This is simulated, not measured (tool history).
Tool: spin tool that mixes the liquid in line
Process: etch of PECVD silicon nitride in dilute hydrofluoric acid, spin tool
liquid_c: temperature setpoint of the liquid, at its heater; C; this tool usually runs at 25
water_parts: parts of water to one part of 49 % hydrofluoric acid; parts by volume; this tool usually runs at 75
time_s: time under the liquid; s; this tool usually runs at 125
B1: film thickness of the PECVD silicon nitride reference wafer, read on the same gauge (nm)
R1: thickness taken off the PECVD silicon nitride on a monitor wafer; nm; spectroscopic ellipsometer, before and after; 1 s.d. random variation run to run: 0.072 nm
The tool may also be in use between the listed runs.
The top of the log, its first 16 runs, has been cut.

run 17 hour=383.6 | liquid_c=25 water_parts=75 time_s=125 | B1=39.47 | R1=8.52
run 18 hour=419.3 | liquid_c=27 water_parts=50 time_s=75 | B1=39.42 | R1=8.69
run 19 hour=436.4 | liquid_c=25 water_parts=75 time_s=125 | B1=39.37 | R1=8.58
run 20 hour=469.9 | liquid_c=29 water_parts=75 time_s=190 | B1=39.36 | R1=16.58
run 21 hour=483.8 | liquid_c=29.5 water_parts=75 time_s=125 | B1=39.29 | R1=11.1
run 22 hour=516.2 | liquid_c=21 water_parts=35 time_s=125 | B1=39.27 | R1=13.55
run 23 hour=545.8 | liquid_c=25 water_parts=75 time_s=125 | B1=39.21 | R1=8.37
run 24 hour=572.7 | liquid_c=25 water_parts=75 time_s=125 | B1=39.16 | R1=8.35
run 25 hour=607.5 | liquid_c=29.5 water_parts=95 time_s=85 | B1=39.15 | R1=6.06
run 26 hour=621.9 | liquid_c=25 water_parts=75 time_s=125 | B1=39.04 | R1=8.36
run 27 hour=643.2 | liquid_c=29 water_parts=85 time_s=125 | B1=39.02 | R1=9.51
run 28 hour=658.9 | liquid_c=25 water_parts=75 time_s=50 | B1=39.01 | R1=3.35
run 29 hour=680 | liquid_c=25 water_parts=75 time_s=125 | B1=38.96 | R1=8.35
run 30 hour=703.3 | liquid_c=25 water_parts=75 time_s=125 | B1=38.93 | R1=8.35
run 31 hour=728.5 | liquid_c=29 water_parts=60 time_s=125 | B1=38.88 | R1=13.33
run 32 hour=756.3 | liquid_c=25 water_parts=55 time_s=150 | B1=38.76 | R1=13.67

Here are 5 independent what-if runs from the current tool condition. What would each one return?
run A hour=756.8 | liquid_c=25 water_parts=75 time_s=125 | B1=? | R1=?
run B hour=756.8 | liquid_c=21 water_parts=60 time_s=100 | B1=? | R1=?
run C hour=756.8 | liquid_c=21.5 water_parts=95 time_s=125 | B1=? | R1=?
run D hour=756.8 | liquid_c=23.5 water_parts=75 time_s=150 | B1=? | R1=?
run E hour=756.8 | liquid_c=22.5 water_parts=60 time_s=150 | B1=? | R1=?

run=A B1=38.78 R1=8.23
run=B B1=38.78 R1=6.26
run=C B1=38.78 R1=5.16
run=D B1=38.78 R1=8.94
run=E B1=38.78 R1=10.4
What these runs would have given with no unlogged condition in the tool:
run=A R1=8.49
run=B R1=6.46
run=C R1=5.33
run=D R1=9.22
run=E R1=10.73
